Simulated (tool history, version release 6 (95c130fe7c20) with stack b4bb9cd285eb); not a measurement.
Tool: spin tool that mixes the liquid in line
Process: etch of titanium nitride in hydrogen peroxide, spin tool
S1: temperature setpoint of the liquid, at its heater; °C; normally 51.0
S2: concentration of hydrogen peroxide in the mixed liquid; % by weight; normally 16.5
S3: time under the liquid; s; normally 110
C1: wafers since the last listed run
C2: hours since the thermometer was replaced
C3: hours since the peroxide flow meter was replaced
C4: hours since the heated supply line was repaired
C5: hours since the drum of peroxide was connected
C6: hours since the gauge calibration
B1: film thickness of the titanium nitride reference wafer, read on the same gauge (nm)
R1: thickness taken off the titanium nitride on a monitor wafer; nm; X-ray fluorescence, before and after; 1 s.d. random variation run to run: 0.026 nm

| run | hour | S1 | S2 | S3 | C1 | C2 | C3 | C4 | C5 | C6 | B1 | R1 |
|---|---|---|---|---|---|---|---|---|---|---|---|---|
| 1 | 0.0 | 51.0 | 16.5 | 110 | 0 | 94.6 | 36.9 | 2989.7 | 641.5 | 1098.2 | 77.228 | 3.506 |
| 2 | 25.9 | 51.0 | 16.5 | 110 | 223 | 120.5 | 62.8 | 3015.6 | 667.4 | 1124.1 | 77.236 | 3.537 |
| 3 | 45.8 | 51.0 | 16.5 | 110 | 171 | 140.4 | 82.7 | 3035.5 | 687.3 | 1144.0 | 77.195 | 3.482 |
|  | 62.4 | new drum of peroxide connected |
| 4 | 77.1 | 61.0 | 15.0 | 80 | 261 | 171.7 | 114.0 | 3066.8 | 14.7 | 1175.3 | 77.188 | 5.004 |
| 5 | 105.9 | 51.0 | 16.5 | 110 | 248 | 200.5 | 142.8 | 3095.6 | 43.5 | 1204.1 | 77.169 | 3.527 |
| 6 | 120.7 | 61.0 | 14.5 | 110 | 127 | 215.3 | 157.6 | 3110.4 | 58.3 | 1218.9 | 77.218 | 6.849 |
| 7 | 146.6 | 57.5 | 20.5 | 110 | 223 | 241.2 | 183.5 | 3136.3 | 84.2 | 1244.8 | 77.148 | 5.772 |
|  | 161.2 | gauge calibrated |
| 8 | 164.9 | 61.0 | 14.5 | 110 | 158 | 259.5 | 201.8 | 3154.6 | 102.5 | 3.7 | 79.677 | 7.151 |
| 9 | 200.7 | 51.0 | 16.5 | 110 | 309 | 295.3 | 237.6 | 3190.4 | 138.3 | 39.5 | 79.485 | 3.614 |
| 10 | 220.5 | 51.0 | 15.0 | 165 | 171 | 315.1 | 257.4 | 3210.2 | 158.1 | 59.3 | 79.398 | 5.291 |
|  | 222.7 | heated supply line repaired |
| 11 | 236.2 | 41.5 | 19.0 | 140 | 127 | 330.8 | 273.1 | 13.5 | 173.8 | 75.0 | 79.277 | 2.327 |
| 12 | 270.3 | 57.0 | 16.5 | 110 | 294 | 364.9 | 307.2 | 47.6 | 207.9 | 109.1 | 79.108 | 5.525 |
| 13 | 294.3 | 57.0 | 16.5 | 90 | 207 | 388.9 | 331.2 | 71.6 | 231.9 | 133.1 | 79.075 | 4.483 |
| 14 | 325.6 | 51.0 | 20.0 | 45 | 270 | 420.2 | 362.5 | 102.9 | 263.2 | 164.4 | 78.897 | 1.559 |
| 15 | 376.3 | 47.5 | 18.0 | 45 | 438 | 470.9 | 413.2 | 153.6 | 313.9 | 215.1 | 78.650 | 1.167 |
| 16 | 393.0 | 51.0 | 14.5 | 110 | 144 | 487.6 | 429.9 | 170.3 | 330.6 | 231.8 | 78.610 | 3.506 |
| 17 | 416.3 | 51.0 | 16.5 | 110 | 201 | 510.9 | 453.2 | 193.6 | 353.9 | 255.1 | 78.562 | 3.575 |
| 18 | 432.9 | 51.0 | 16.5 | 165 | 143 | 527.5 | 469.8 | 210.2 | 370.5 | 271.7 | 78.538 | 5.350 |
| 19 | 458.9 | 51.0 | 16.5 | 45 | 224 | 553.5 | 495.8 | 236.2 | 396.5 | 297.7 | 78.398 | 1.452 |
| 20 | 473.8 | 51.0 | 16.5 | 110 | 128 | 568.4 | 510.7 | 251.1 | 411.4 | 312.6 | 78.302 | 3.595 |
| 21 | 496.4 | 51.0 | 16.5 | 110 | 195 | 591.0 | 533.3 | 273.7 | 434.0 | 335.2 | 78.282 | 3.574 |
| 22 | 522.8 | 51.0 | 16.5 | 110 | 228 | 617.4 | 559.7 | 300.1 | 460.4 | 361.6 | 78.219 | 3.551 |
| 23 | 553.6 | 42.0 | 14.0 | 160 | 266 | 648.2 | 590.5 | 330.9 | 491.2 | 392.4 | 78.162 | 2.542 |
| 24 | 576.7 | 51.0 | 18.5 | 140 | 199 | 671.3 | 613.6 | 354.0 | 514.3 | 415.5 | 78.029 | 4.616 |
| 25 | 601.7 | 51.0 | 19.0 | 110 | 215 | 696.3 | 638.6 | 379.0 | 539.3 | 440.5 | 77.932 | 3.604 |

Some steps in R1 between neighbouring runs. How much of each would the tool show without its hidden state too (settings, what came in, random variation), and how much is left for the hidden state, with any gauge scatter that isn't in both results?
Unlogged tool condition in this case: liquid colder than its thermometer reads (K); peroxide flow below the setpoint (%); temperature lost on the way to the wafer (K); peroxide weaker than its label (%); gauge reads high (%).
Run 5 -> 6: S1 51.0 -> 61.0, S2 16.5 -> 14.5. R1 +3.322 nm: hidden state -0.122, all else +3.444.
Run 7 -> 8: S1 57.5 -> 61.0, S2 20.5 -> 14.5, gauge calibrated. R1 +1.379 nm: hidden state +0.187, all else +1.192.
Run 8 -> 9: S1 61.0 -> 51.0, S2 14.5 -> 16.5. R1 -3.537 nm: hidden state +0.003, all else -3.540.
Run 18 -> 19: S3 165 -> 45. R1 -3.898 nm: hidden state +0.074, all else -3.972.

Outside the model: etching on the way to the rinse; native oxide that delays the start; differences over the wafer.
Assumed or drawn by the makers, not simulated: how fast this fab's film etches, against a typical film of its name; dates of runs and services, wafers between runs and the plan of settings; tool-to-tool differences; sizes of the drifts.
